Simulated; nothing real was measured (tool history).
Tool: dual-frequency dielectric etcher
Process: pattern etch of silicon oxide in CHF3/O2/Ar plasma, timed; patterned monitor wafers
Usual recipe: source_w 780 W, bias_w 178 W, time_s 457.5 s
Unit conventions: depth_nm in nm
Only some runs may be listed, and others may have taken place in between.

run,hour,source_w,bias_w,time_s,"read-back reference wafer on the same gauge, depth_nm",depth_nm
1,0.0,780,178,457.5,851.6,892.9
# hour 91.0: wet clean of the chamber
2,91.5,780,178,457.5,853.5,912.4
3,117.4,780,178,457.5,852.4,923.9
4,215.7,620,178,457.5,853.2,835.0
5,275.8,620,178,457.5,852.9,825.1
6,348.6,620,178,457.5,852.5,832.9
7,441.9,690,178,457.5,854.0,857.2
8,496.2,690,178,457.5,853.2,862.5
# hour 618.3: wet clean of the chamber
9,769.7,780,178,457.5,852.2,915.0
10,815.6,780,178,457.5,853.3,912.4
# hour 877.0: upper electrode replaced
11,877.5,780,178,457.5,850.6,915.6
# hour 921.9: gauge calibrated
12,979.2,780,178,457.5,851.6,905.5
13,1040.5,780,178,457.5,852.1,898.7
# hour 1049.3: source power generator calibrated
14,1120.7,780,203,376.5,852.9,786.3
15,1224.5,780,215,457.5,852.8,972.8
# hour 1244.2: bias power generator calibrated
# hour 1249.4: wet clean of the chamber
16,1291.2,780,178,457.5,854.2,922.1
17,1366.5,710,178,547.0,852.2,1062.1
18,1447.8,780,178,333.5,852.7,669.8
19,1525.2,780,178,337.5,852.4,668.0
20,1610.0,690,178,457.5,852.2,864.3
21,1700.5,620,178,457.5,850.6,824.8
22,1790.7,600,213,548.0,852.8,1050.4
# hour 1873.4: wet clean of the chamber
23,1873.9,660,160,573.0,852.6,1030.3
24,1916.0,780,178,457.5,853.2,915.5

Alternative continuations, all from the tool just after run 24; predict every row:
A,1916.5,780,202,457.5,?,?
B,1916.5,780,208,457.5,?,?
C,1916.5,840,178,457.5,?,?
D,1916.5,780,135,549.0,?,?

run,"read-back reference wafer on the same gauge, depth_nm",depth_nm
A,853.0,965.9
B,853.0,977.6
C,853.0,944.8
D,853.0,983.2
Stripped of hidden state, with their random variation kept, the same runs would have yielded:
run,depth_nm
A,969.1
B,980.8
C,947.9
D,986.4
